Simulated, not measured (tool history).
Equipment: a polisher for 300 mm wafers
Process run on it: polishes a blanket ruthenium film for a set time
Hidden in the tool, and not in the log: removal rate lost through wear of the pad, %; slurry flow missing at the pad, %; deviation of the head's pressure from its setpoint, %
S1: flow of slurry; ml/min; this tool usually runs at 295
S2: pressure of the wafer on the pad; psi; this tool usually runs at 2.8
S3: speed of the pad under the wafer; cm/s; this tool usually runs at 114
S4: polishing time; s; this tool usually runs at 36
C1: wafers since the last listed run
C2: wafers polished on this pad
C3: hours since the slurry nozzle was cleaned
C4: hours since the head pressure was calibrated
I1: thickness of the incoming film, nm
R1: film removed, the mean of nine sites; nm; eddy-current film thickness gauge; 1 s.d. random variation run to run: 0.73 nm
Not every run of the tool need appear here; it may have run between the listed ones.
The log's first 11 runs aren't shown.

Run 12, day 5.279: usual settings but S4 29 s; C1 209; C2 732; C3 185.6; C4 1065.7; I1 516.6. Result: R1 52 nm.
At day 5.825: worn pad replaced by a new one.
Run 13, day 5.846: usual settings; C1 117; C2 6; C3 199.2; C4 1079.3; I1 509.3. Result: R1 65.2 nm.
Run 14, day 6.142: usual settings; C1 86; C2 93; C3 206.3; C4 1086.4; I1 516.2. Result: R1 65 nm.
Run 15, day 6.996: usual settings but S1 260 ml/min, S2 3.3 psi; C1 251; C2 344; C3 226.8; C4 1106.9; I1 511.8. Result: R1 76 nm.
Run 16, day 7.567: usual settings but S1 260 ml/min, S2 3.3 psi; C1 167; C2 512; C3 240.5; C4 1120.6; I1 520.1. Result: R1 75.1 nm.
Run 17, day 8.038: usual settings but S2 2.2 psi, S4 30 s; C1 138; C2 650; C3 251.8; C4 1131.9; I1 505.8. Result: R1 42.9 nm.
Run 18, day 8.596: usual settings; C1 164; C2 814; C3 265.2; C4 1145.3; I1 515. Result: R1 65.5 nm.
At day 9.012: worn pad replaced by a new one.
Run 19, day 9.033: usual settings; C1 79; C2 5; C3 275.7; C4 1155.8; I1 512.2. Result: R1 64.8 nm.
Run 20, day 9.725: usual settings but S1 340 ml/min, S2 2.4 psi, S4 42 s; C1 203; C2 208; C3 292.3; C4 1172.4; I1 509.9. Result: R1 65.5 nm.
At day 9.812: head pressure recalibrated.
Run 21, day 10.112: usual settings but S1 325 ml/min; C1 89; C2 298; C3 301.6; C4 7.2; I1 503.4. Result: R1 74.2 nm.
Run 22, day 10.442: usual settings but S1 325 ml/min; C1 96; C2 395; C3 309.5; C4 15.1; I1 512.5. Result: R1 74.5 nm.
Run 23, day 10.921: usual settings; C1 140; C2 536; C3 321; C4 26.6; I1 513.5. Result: R1 74.7 nm.
At day 11.55: slurry nozzle cleaned.
Run 24, day 11.567: usual settings but S1 260 ml/min, S2 3.1 psi, S4 48 s; C1 177; C2 713; C3 0.4; C4 42.1; I1 507.3. Result: R1 107.7 nm.
Run 25, day 12.162: usual settings but S2 1.8 psi; C1 175; C2 888; C3 14.7; C4 56.4; I1 509.7. Result: R1 47.1 nm.
At day 12.429: worn pad replaced by a new one.
Run 26, day 12.583: usual settings but S1 340 ml/min; C1 74; C2 44; C3 24.8; C4 66.5; I1 510.1. Result: R1 74.6 nm.
Run 27, day 13.183: usual settings but S4 46 s; C1 176; C2 221; C3 39.2; C4 80.9; I1 506.2. Result: R1 95 nm.
Run 28, day 13.604: usual settings; C1 123; C2 344; C3 49.3; C4 91; I1 517.4. Result: R1 73.2 nm.
Run 29, day 14.188: usual settings but S1 195 ml/min, S2 2.3 psi, S3 96 cm/s, S4 41 s; C1 171; C2 516; C3 63.3; C4 105; I1 508.6. Result: R1 56 nm.
Run 30, day 14.567: usual settings but S2 3.5 psi, S3 80 cm/s; C1 111; C2 627; C3 72.4; C4 114.1; I1 506. Result: R1 63.9 nm.
Run 31, day 15.029: usual settings but S1 395 ml/min, S2 2.1 psi, S4 25 s; C1 136; C2 763; C3 83.5; C4 125.2; I1 512. Result: R1 38.9 nm.
Run 32, day 15.729: usual settings but S1 385 ml/min, S2 2.3 psi, S3 128 cm/s, S4 42 s; C1 205; C2 969; C3 100.3; C4 142; I1 507.3. Result: R1 78.7 nm.
At day 16.212: worn pad replaced by a new one.
Run 33, day 16.233: usual settings but S1 370 ml/min, S3 86 cm/s; C1 99; C2 6; C3 112.4; C4 154.1; I1 510.4. Result: R1 55.7 nm.
Run 34, day 16.679: usual settings but S2 3.3 psi; C1 131; C2 137; C3 123.1; C4 164.8; I1 505. Result: R1 86.2 nm.
Run 35, day 17.008: usual settings but S1 225 ml/min, S3 84 cm/s; C1 96; C2 234; C3 131; C4 172.7; I1 513.7. Result: R1 53.7 nm.

Run 36 is up next; what results do you expect?
Run 36, day 17.288: usual settings but S4 25 s; C1 82; C2 316; C3 137.7; C4 179.4; I1 516.5. Result: R1 ?.

R1: 50.1 nm
If the tool had no hidden condition, the same run with the same run-to-run variation would have returned R1 49.9 nm.
